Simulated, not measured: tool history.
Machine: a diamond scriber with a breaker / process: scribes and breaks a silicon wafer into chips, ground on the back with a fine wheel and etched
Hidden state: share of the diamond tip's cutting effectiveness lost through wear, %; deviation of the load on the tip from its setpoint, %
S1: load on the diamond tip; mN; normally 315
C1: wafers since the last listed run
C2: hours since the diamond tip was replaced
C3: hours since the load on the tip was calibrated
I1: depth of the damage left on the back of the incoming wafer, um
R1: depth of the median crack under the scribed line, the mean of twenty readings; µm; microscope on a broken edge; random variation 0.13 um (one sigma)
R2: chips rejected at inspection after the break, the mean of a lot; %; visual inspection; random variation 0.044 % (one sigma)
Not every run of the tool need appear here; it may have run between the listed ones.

| run | hour | S1 | C1 | C2 | C3 | I1 | R1 | R2 |
|---|---|---|---|---|---|---|---|---|
| 1 | 0.0 | 315 | 0 | 161.2 | 1008.5 | 0.55 | 7.59 | 2.06 |
| 2 | 8.1 | 269 | 14 | 169.3 | 1016.6 | 0.48 | 6.91 | 10.86 |
| 3 | 23.8 | 315 | 29 | 185.0 | 1032.3 | 0.78 | 7.76 | 2.43 |
| 4 | 34.2 | 315 | 19 | 195.4 | 1042.7 | 0.70 | 7.78 | 2.52 |
| 5 | 49.1 | 315 | 27 | 210.3 | 1057.6 | 0.53 | 7.81 | 2.80 |
| 6 | 64.8 | 371 | 29 | 226.0 | 1073.3 | 0.57 | 8.75 | 1.81 |
| 7 | 79.7 | 371 | 27 | 240.9 | 1088.2 | 0.40 | 8.90 | 1.76 |
| 8 | 87.9 | 371 | 15 | 249.1 | 1096.4 | 0.74 | 8.86 | 1.65 |
| 9 | 97.0 | 346 | 16 | 258.2 | 1105.5 | 0.32 | 8.17 | 1.25 |
| 10 | 107.7 | 346 | 19 | 268.9 | 1116.2 | 0.61 | 8.26 | 1.31 |
| 11 | 124.1 | 361 | 30 | 285.3 | 1132.6 | 0.48 | 8.50 | 1.26 |
| 12 | 131.0 | 361 | 12 | 292.2 | 1139.5 | 0.57 | 8.58 | 1.28 |
| 13 | 142.6 | 264 | 21 | 303.8 | 1151.1 | 0.60 | 6.21 | 17.20 |
| 14 | 158.9 | 264 | 30 | 320.1 | 1167.4 | 0.77 | 6.05 | 18.28 |
| 15 | 172.4 | 264 | 24 | 333.6 | 1180.9 | 0.32 | 6.27 | 18.56 |
| 16 | 185.0 | 315 | 23 | 346.2 | 1193.5 | 0.54 | 7.21 | 4.78 |
| 17 | 199.1 | 315 | 26 | 360.3 | 1207.6 | 0.57 | 7.26 | 5.37 |
|  | 204.8 | diamond tip replaced by a new one |
| 18 | 206.9 | 315 | 10 | 2.1 | 1215.4 | 0.36 | 8.23 | 1.25 |
|  | 224.3 | load on the tip recalibrated |
| 19 | 224.8 | 315 | 29 | 20.0 | 0.5 | 0.63 | 8.30 | 1.33 |
| 20 | 234.7 | 343 | 18 | 29.9 | 10.4 | 0.45 | 8.71 | 1.85 |
| 21 | 246.8 | 249 | 22 | 42.0 | 22.5 | 0.61 | 6.69 | 13.17 |
| 22 | 255.3 | 343 | 15 | 50.5 | 31.0 | 0.33 | 8.98 | 1.63 |
| 23 | 264.0 | 359 | 16 | 59.2 | 39.7 | 0.56 | 9.04 | 2.84 |
| 24 | 272.1 | 386 | 14 | 67.3 | 47.8 | 0.59 | 9.62 | 5.51 |
| 25 | 285.2 | 387 | 24 | 80.4 | 60.9 | 0.32 | 9.61 | 5.15 |
| 26 | 297.7 | 384 | 23 | 92.9 | 73.4 | 0.36 | 9.48 | 4.89 |
| 27 | 311.0 | 227 | 24 | 106.2 | 86.7 | 0.47 | 5.89 | 23.85 |
| 28 | 324.0 | 315 | 24 | 119.2 | 99.7 | 0.57 | 8.03 | 1.83 |
| 29 | 331.2 | 362 | 13 | 126.4 | 106.9 | 0.57 | 8.84 | 2.24 |
| 30 | 339.1 | 276 | 14 | 134.3 | 114.8 | 0.78 | 7.03 | 8.16 |
| 31 | 355.6 | 315 | 30 | 150.8 | 131.3 | 0.65 | 7.95 | 2.00 |
| 32 | 362.8 | 281 | 13 | 158.0 | 138.5 | 0.74 | 7.27 | 7.23 |
| 33 | 374.5 | 399 | 21 | 169.7 | 150.2 | 0.44 | 9.63 | 4.94 |
| 34 | 387.5 | 253 | 24 | 182.7 | 163.2 | 0.44 | 6.46 | 16.56 |
| 35 | 394.5 | 363 | 12 | 189.7 | 170.2 | 0.65 | 8.98 | 1.64 |
| 36 | 406.9 | 356 | 22 | 202.1 | 182.6 | 0.60 | 8.70 | 1.38 |
| 37 | 420.9 | 315 | 25 | 216.1 | 196.6 | 0.71 | 7.83 | 2.80 |
| 38 | 435.0 | 386 | 26 | 230.2 | 210.7 | 0.54 | 9.39 | 2.67 |
| 39 | 441.6 | 360 | 12 | 236.8 | 217.3 | 0.41 | 8.46 | 1.36 |
| 40 | 454.9 | 239 | 24 | 250.1 | 230.6 | 0.63 | 5.85 | 26.69 |
| 41 | 470.1 | 279 | 28 | 265.3 | 245.8 | 0.32 | 6.78 | 10.37 |
| 42 | 484.9 | 315 | 27 | 280.1 | 260.6 | 0.56 | 7.60 | 3.82 |
| 43 | 500.2 | 315 | 28 | 295.4 | 275.9 | 0.48 | 7.24 | 4.17 |

Below are 3 alternative next runs, each starting from the tool's condition after run 43. Predict each:
| A | 500.8 | 261 | 1 | 296.0 | 276.5 | 0.64 | ? | ? |
| B | 500.8 | 247 | 1 | 296.0 | 276.5 | 0.64 | ? | ? |
| C | 500.8 | 228 | 1 | 296.0 | 276.5 | 0.64 | ? | ? |

| run | R1 | R2 |
|---|---|---|
| A | 6.10 | 18.38 |
| B | 5.78 | 24.55 |
| C | 5.32 | 34.78 |
Without the tool's hidden state the same runs would have given:
| run | R1 | R2 |
|---|---|---|
| A | 6.86 | 7.79 |
| B | 6.50 | 12.18 |
| C | 5.99 | 20.46 |
